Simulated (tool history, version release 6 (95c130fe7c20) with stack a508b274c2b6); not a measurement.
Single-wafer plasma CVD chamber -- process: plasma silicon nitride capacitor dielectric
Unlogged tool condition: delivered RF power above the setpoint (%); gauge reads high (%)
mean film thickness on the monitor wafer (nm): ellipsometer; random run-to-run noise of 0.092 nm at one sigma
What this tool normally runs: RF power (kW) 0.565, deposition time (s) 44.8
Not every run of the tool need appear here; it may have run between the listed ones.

run     day  RF power (kW)  deposition time (s)  wafers since the last listed run  hours since the last RF generator calibration  hours since the showerhead was replaced  hours since the gauge calibration  read-back reference wafer on the same gauge, thickness_nm  mean film thickness on the monitor wafer (nm)
  1       0          0.565                 44.8                                 0                                         1315.3                                   7026.8                               91.4                                                     68.777                                         59.478
  2   0.504          0.565                 44.8                               203                                         1327.4                                   7038.9                              103.5                                                       68.8                                         59.458
  3     2.1          0.565                 46.6                               645                                         1365.7                                   7077.2                              141.8                                                     68.806                                          62.02
  4   2.412           0.54                 44.8                               126                                         1373.2                                   7084.7                              149.3                                                     68.832                                         58.523
  5   2.725          0.565                 49.5                               126                                         1380.7                                   7092.2                              156.8                                                     68.794                                         65.725
  6   3.467          0.565                 49.5                               299                                         1398.5                                     7110                              174.6                                                     68.795                                         65.691
  7   3.883          0.565                 49.5                               168                                         1408.5                                     7120                              184.6                                                     68.783                                         65.635
  8   4.496          0.565                 44.8                               247                                         1423.2                                   7134.7                              199.3                                                     68.819                                         59.553
  9   5.062          0.565                 44.8                               229                                         1436.8                                   7148.3                              212.9                                                     68.801                                         59.453
 10   5.379          0.515                 44.8                               128                                         1444.4                                   7155.9                              220.5                                                     68.816                                          57.47
      5.825  -- showerhead replaced
 11   5.929          0.565                 44.8                                87                                         1457.6                                      2.5                              233.7                                                     68.808                                         59.263
      6.167  -- gauge calibrated
 12   6.483          0.465                 40.5                               224                                         1470.9                                     15.8                                7.6                                                     68.797                                         50.013
 13   6.808          0.475                 36.4                               131                                         1478.7                                     23.6                               15.4                                                     68.773                                         45.325
 14   7.212          0.565                 41.3                               163                                         1488.4                                     33.3                               25.1                                                     68.787                                          54.76
      7.783  -- RF generator calibrated
 15   7.804          0.565                 49.5                               104                                            0.5                                     47.5                               39.3                                                     68.819                                         67.437
 16     8.1          0.595                 40.1                               119                                            7.6                                     54.6                               46.4                                                     68.762                                         55.606
 17     8.4          0.625                 44.8                               121                                           14.8                                     61.8                               53.6                                                     68.814                                           63.3
 18   8.954          0.565                 44.8                               224                                           28.1                                     75.1                               66.9                                                      68.77                                         61.046
 19   9.358           0.47                   38                               163                                           37.8                                     84.8                               76.6                                                     68.804                                          48.37
 20  10.067          0.565                 44.8                               286                                           54.8                                    101.8                               93.6                                                      68.79                                         60.885
 21  10.779           0.51                 53.3                               288                                           71.9                                    118.9                              110.7                                                     68.785                                         69.806
 22  11.479          0.535                 44.8                               283                                           88.7                                    135.7                              127.5                                                     68.803                                         59.681

Here are 3 independent what-if runs from the current tool condition. What would each one return?
  A  11.496           0.64                 44.8                                 6                                           89.1                                    136.1                              127.9                                                          ?                                              ?
  B  11.496          0.665                 44.8                                 6                                           89.1                                    136.1                              127.9                                                          ?                                              ?
  C  11.496          0.455                 37.4                                 6                                           89.1                                    136.1                              127.9                                                          ?                                              ?

run  read-back reference wafer on the same gauge, thickness_nm  mean film thickness on the monitor wafer (nm)
  A                                                     68.811                                         63.679
  B                                                     68.811                                         64.536
  C                                                     68.811                                         46.994
With no hidden state in the tool, these same runs would have given:
run  mean film thickness on the monitor wafer (nm)
  A                                          63.99
  B                                         64.851
  C                                         47.224

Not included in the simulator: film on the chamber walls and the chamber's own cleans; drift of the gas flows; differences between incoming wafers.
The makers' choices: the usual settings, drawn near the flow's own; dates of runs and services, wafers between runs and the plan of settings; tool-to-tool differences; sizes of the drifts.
